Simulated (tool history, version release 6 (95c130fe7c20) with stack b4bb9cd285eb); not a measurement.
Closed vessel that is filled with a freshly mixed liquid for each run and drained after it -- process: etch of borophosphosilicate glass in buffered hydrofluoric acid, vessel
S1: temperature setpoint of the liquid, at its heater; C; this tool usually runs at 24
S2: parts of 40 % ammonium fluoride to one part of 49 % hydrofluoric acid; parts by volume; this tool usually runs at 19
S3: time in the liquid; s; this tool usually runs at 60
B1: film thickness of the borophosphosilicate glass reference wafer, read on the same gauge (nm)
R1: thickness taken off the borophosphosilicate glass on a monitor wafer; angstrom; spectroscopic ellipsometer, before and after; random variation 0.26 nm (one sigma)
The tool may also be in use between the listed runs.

run 1 hour=0 | S1=24 S2=24 S3=60 | B1=129.98 | R1=440.5
run 2 hour=85.9 | S1=24 S2=24 S3=60 | B1=129.95 | R1=441.6
run 3 hour=185.4 | S1=24 S2=24 S3=60 | B1=129.96 | R1=440.4
run 4 hour=278.5 | S1=24 S2=19 S3=60 | B1=130.03 | R1=523.3
run 5 hour=378.5 | S1=24 S2=19 S3=60 | B1=130.02 | R1=521.3
run 6 hour=447.7 | S1=24 S2=19 S3=60 | B1=129.99 | R1=519.1
run 7 hour=539.7 | S1=24 S2=19 S3=60 | B1=130.02 | R1=521.2
run 8 hour=590.5 | S1=24 S2=19 S3=60 | B1=129.98 | R1=526.2
run 9 hour=662.3 | S1=24 S2=19 S3=60 | B1=130 | R1=519.5
run 10 hour=760.6 | S1=24 S2=19 S3=60 | B1=130 | R1=522.5
run 11 hour=857.9 | S1=24 S2=19 S3=60 | B1=130.01 | R1=524.2
run 12 hour=917.7 | S1=24 S2=19 S3=60 | B1=130.01 | R1=534.8
run 13 hour=978.9 | S1=24 S2=24 S3=60 | B1=129.98 | R1=448.4
run 14 hour=1031.1 | S1=28 S2=22.5 S3=50 | B1=130 | R1=482.3
run 15 hour=1101.3 | S1=24 S2=14.5 S3=45 | B1=129.98 | R1=523.5
run 16 hour=1201.1 | S1=29 S2=19 S3=60 | B1=130 | R1=697.6
run 17 hour=1268.7 | S1=24 S2=21 S3=85 | B1=130.02 | R1=694
run 18 hour=1323 | S1=24 S2=19 S3=60 | B1=130.02 | R1=535.7
run 19 hour=1370 | S1=27.5 S2=16.5 S3=50 | B1=129.97 | R1=614.3
run 20 hour=1472 | S1=24 S2=19 S3=30 | B1=130.02 | R1=266.7
run 21 hour=1551.4 | S1=24 S2=15 S3=60 | B1=130.01 | R1=675.6
run 22 hour=1605.9 | S1=29 S2=26 S3=45 | B1=129.95 | R1=412.8
run 23 hour=1829.4 | S1=20.5 S2=13.5 S3=60 | B1=129.99 | R1=616
run 24 hour=1881.6 | S1=24 S2=19 S3=60 | B1=129.98 | R1=530.4

Not shown: 5 entries that the log had between the listed runs. Between which runs, and how does the tool's hidden state differ before and after?
Run 1 -> run 2: hydrofluoric acid flow meter replaced (hour 51.4)
  liquid colder than its thermometer reads (K): 0.401 -> 0.421
  the result without the hidden state subtracted from the measured one, R1: -9.7 -> -10.2 angstrom
Run 8 -> run 9: hydrofluoric acid flow meter replaced (hour 623.7)
  liquid colder than its thermometer reads (K): 0.536 -> 0.553
  the result without the hidden state subtracted from the measured one, R1: -15.7 -> -15.7 angstrom
Run 11 -> run 12: thermometer replaced (hour 860.1)
  liquid colder than its thermometer reads (K): 0.597 -> 0.0662
  the result without the hidden state subtracted from the measured one, R1: -17.4 -> -2 angstrom
Run 16 -> run 17: hydrofluoric acid flow meter replaced (hour 1237)
  liquid colder than its thermometer reads (K): 0.131 -> 0.146
  the result without the hidden state subtracted from the measured one, R1: -4.7 -> -5.7 angstrom
Run 19 -> run 20: gauge calibrated (hour 1390.1)
  liquid colder than its thermometer reads (K): 0.17 -> 0.193
  the result without the hidden state subtracted from the measured one, R1: -5.6 -> -2.8 angstrom

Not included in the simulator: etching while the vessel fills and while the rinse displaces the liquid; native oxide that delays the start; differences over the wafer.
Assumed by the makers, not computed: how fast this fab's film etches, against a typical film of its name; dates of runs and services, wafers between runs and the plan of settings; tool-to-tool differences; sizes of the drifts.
